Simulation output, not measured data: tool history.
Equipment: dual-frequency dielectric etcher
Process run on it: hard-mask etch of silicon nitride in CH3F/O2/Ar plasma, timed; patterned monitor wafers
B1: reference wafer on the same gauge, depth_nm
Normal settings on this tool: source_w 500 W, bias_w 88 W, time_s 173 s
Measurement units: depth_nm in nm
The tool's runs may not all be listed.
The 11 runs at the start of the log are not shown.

run 12 hour=146.6 | source_w=600 bias_w=70 time_s=206.5 | B1=125.8 | depth_nm=164
run 13 hour=161.2 | source_w=500 bias_w=88 time_s=173 | B1=126.2 | depth_nm=137.7
run 14 hour=174.3 | source_w=500 bias_w=77 time_s=141 | B1=125.7 | depth_nm=108.2
run 15 hour=184 | source_w=500 bias_w=88 time_s=143 | B1=125.8 | depth_nm=113.5
run 16 hour=191.3 | source_w=400 bias_w=109 time_s=195 | B1=126.3 | depth_nm=154.8
run 17 hour=219.1 | source_w=390 bias_w=88 time_s=173 | B1=125.9 | depth_nm=130.2
run 18 hour=235.8 | source_w=500 bias_w=88 time_s=223.5 | B1=125.8 | depth_nm=179.1
run 19 hour=248 | source_w=500 bias_w=88 time_s=173 | B1=126.3 | depth_nm=140.7
run 20 hour=257.1 | source_w=500 bias_w=88 time_s=141.5 | B1=126 | depth_nm=114.6
run 21 hour=263.2 | source_w=500 bias_w=88 time_s=173 | B1=126.1 | depth_nm=139.3
run 22 hour=270.5 | source_w=500 bias_w=88 time_s=173 | B1=126.3 | depth_nm=140.4
run 23 hour=285.7 | source_w=500 bias_w=88 time_s=139.5 | B1=126 | depth_nm=113.7
run 24 hour=295.4 | source_w=410 bias_w=75 time_s=196.5 | B1=126 | depth_nm=146.4
run 25 hour=311.5 | source_w=500 bias_w=88 time_s=155.5 | B1=125.8 | depth_nm=125.3
run 26 hour=321.3 | source_w=420 bias_w=88 time_s=173 | B1=126.1 | depth_nm=134.3
run 27 hour=336.9 | source_w=500 bias_w=104 time_s=173 | B1=126 | depth_nm=146.3
run 28 hour=348.8 | source_w=570 bias_w=88 time_s=173 | B1=126 | depth_nm=145
run 29 hour=366.8 | source_w=500 bias_w=99 time_s=205 | B1=126.1 | depth_nm=170.2
run 30 hour=375.1 | source_w=380 bias_w=88 time_s=173 | B1=126 | depth_nm=130.5

Here are 4 independent what-if runs from the current tool condition. What would each one return?
run A hour=375.6 | source_w=500 bias_w=88 time_s=190 | B1=? | depth_nm=?
run B hour=375.6 | source_w=530 bias_w=67 time_s=135 | B1=? | depth_nm=?
run C hour=375.6 | source_w=620 bias_w=71 time_s=195.5 | B1=? | depth_nm=?
run D hour=375.6 | source_w=390 bias_w=106 time_s=154 | B1=? | depth_nm=?

run=A B1=126.3 depth_nm=154.1
run=B B1=126.3 depth_nm=104.5
run=C B1=126.3 depth_nm=160.3
run=D B1=126.3 depth_nm=122.8
Take away the tool's hidden state, keep each run's random variation, and the runs would have read:
run=A depth_nm=150.7
run=B depth_nm=102.1
run=C depth_nm=156.8
run=D depth_nm=120.1
